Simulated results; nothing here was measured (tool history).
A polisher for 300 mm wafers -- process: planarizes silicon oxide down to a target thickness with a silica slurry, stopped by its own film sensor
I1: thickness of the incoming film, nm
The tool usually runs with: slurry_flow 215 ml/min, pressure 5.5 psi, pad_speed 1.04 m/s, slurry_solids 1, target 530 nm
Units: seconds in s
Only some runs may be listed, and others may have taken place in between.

run 1 hour=0 | slurry_flow=215 pressure=5.5 pad_speed=1.04 slurry_solids=1 target=530 | I1=831.6 | seconds=68.3
run 2 hour=67.1 | slurry_flow=215 pressure=5.5 pad_speed=1.04 slurry_solids=1 target=530 | I1=831.9 | seconds=69.6
-- hour=68.6 slurry nozzle cleaned
run 3 hour=147.3 | slurry_flow=215 pressure=5.5 pad_speed=1.04 slurry_solids=1 target=530 | I1=829.3 | seconds=67.4
-- hour=154.3 slurry blender recalibrated
-- hour=227.2 worn pad replaced by a new one
-- hour=295.2 head pressure recalibrated
-- hour=430.5 conditioning disc replaced and pad reconditioned
run 4 hour=457.1 | slurry_flow=275 pressure=6.3 pad_speed=1.04 slurry_solids=1 target=530 | I1=836.2 | seconds=63.3
run 5 hour=557.9 | slurry_flow=260 pressure=5.5 pad_speed=1.04 slurry_solids=1.15 target=530 | I1=848.5 | seconds=66.9
run 6 hour=632.8 | slurry_flow=215 pressure=5.5 pad_speed=1.04 slurry_solids=0.85 target=530 | I1=833.9 | seconds=75.4
run 7 hour=734.4 | slurry_flow=245 pressure=5.5 pad_speed=1.38 slurry_solids=0.9 target=469 | I1=828 | seconds=71.6
run 8 hour=784.3 | slurry_flow=215 pressure=5.5 pad_speed=1.24 slurry_solids=0.7 target=435 | I1=822.4 | seconds=93.7
run 9 hour=863.1 | slurry_flow=215 pressure=4.3 pad_speed=1.04 slurry_solids=1 target=581 | I1=833.9 | seconds=68.1
-- hour=879.9 slurry blender recalibrated
-- hour=880.7 slurry nozzle cleaned
run 10 hour=899.7 | slurry_flow=215 pressure=5.5 pad_speed=1.04 slurry_solids=1.25 target=530 | I1=835 | seconds=64.2
run 11 hour=949.9 | slurry_flow=215 pressure=3.9 pad_speed=1.14 slurry_solids=1 target=560 | I1=821 | seconds=70
run 12 hour=1006.6 | slurry_flow=185 pressure=6.3 pad_speed=0.92 slurry_solids=1 target=453 | I1=832.6 | seconds=85.4
-- hour=1012.5 head pressure recalibrated
-- hour=1018.3 worn pad replaced by a new one
run 13 hour=1062.6 | slurry_flow=215 pressure=3.8 pad_speed=1.38 slurry_solids=1.2 target=530 | I1=818.8 | seconds=62.9
run 14 hour=1155.7 | slurry_flow=215 pressure=5.5 pad_speed=1.04 slurry_solids=1 target=530 | I1=832.6 | seconds=67.9
-- hour=1217.3 conditioning disc replaced and pad reconditioned
run 15 hour=1334.3 | slurry_flow=270 pressure=7.2 pad_speed=1.04 slurry_solids=0.8 target=456 | I1=816.4 | seconds=75.9
run 16 hour=1540 | slurry_flow=250 pressure=7 pad_speed=1.22 slurry_solids=1 target=489 | I1=823.7 | seconds=58
run 17 hour=1579.7 | slurry_flow=260 pressure=5.5 pad_speed=1.04 slurry_solids=1 target=530 | I1=822.5 | seconds=65.5
run 18 hour=1619.6 | slurry_flow=215 pressure=5.5 pad_speed=1.04 slurry_solids=1.1 target=530 | I1=844.1 | seconds=66.8
-- hour=1626.7 slurry blender recalibrated
-- hour=1665.4 slurry nozzle cleaned
-- hour=1670.2 head pressure recalibrated
run 19 hour=1690.1 | slurry_flow=280 pressure=6.5 pad_speed=1.04 slurry_solids=1 target=484 | I1=829.9 | seconds=68.9
-- hour=1722.6 worn pad replaced by a new one
run 20 hour=1735.8 | slurry_flow=215 pressure=5.9 pad_speed=1.04 slurry_solids=1 target=530 | I1=829.6 | seconds=65.6
run 21 hour=1793.2 | slurry_flow=215 pressure=5.5 pad_speed=1.04 slurry_solids=1 target=530 | I1=828.6 | seconds=69.1
run 22 hour=1859.5 | slurry_flow=215 pressure=5.5 pad_speed=1.2 slurry_solids=1 target=530 | I1=834.7 | seconds=61.3
run 23 hour=1909.5 | slurry_flow=280 pressure=5.5 pad_speed=1.04 slurry_solids=1 target=592 | I1=814.9 | seconds=50.3
run 24 hour=1978.7 | slurry_flow=215 pressure=5.5 pad_speed=1.28 slurry_solids=1 target=441 | I1=842.2 | seconds=81.7
-- hour=1992.4 conditioning disc replaced and pad reconditioned
run 25 hour=2057.6 | slurry_flow=215 pressure=4.7 pad_speed=1.04 slurry_solids=0.9 target=571 | I1=824.8 | seconds=67.2

Alternative continuations, all from the tool just after run 25; predict every row:
run A hour=2058.1 | slurry_flow=215 pressure=5.5 pad_speed=1.04 slurry_solids=1 target=530 | I1=817.1 | seconds=?
run B hour=2058.1 | slurry_flow=215 pressure=5.5 pad_speed=0.78 slurry_solids=1 target=530 | I1=817.1 | seconds=?
run C hour=2058.1 | slurry_flow=215 pressure=5.5 pad_speed=1.04 slurry_solids=0.9 target=584 | I1=817.1 | seconds=?
run D hour=2058.1 | slurry_flow=180 pressure=5.5 pad_speed=1.04 slurry_solids=1 target=530 | I1=817.1 | seconds=?

run=A seconds=64.7
run=B seconds=77.5
run=C seconds=55.3
run=D seconds=65.6
Had the tool no hidden state, the same runs would have come out as:
run=A seconds=64.7
run=B seconds=77.5
run=C seconds=55.3
run=D seconds=65.6
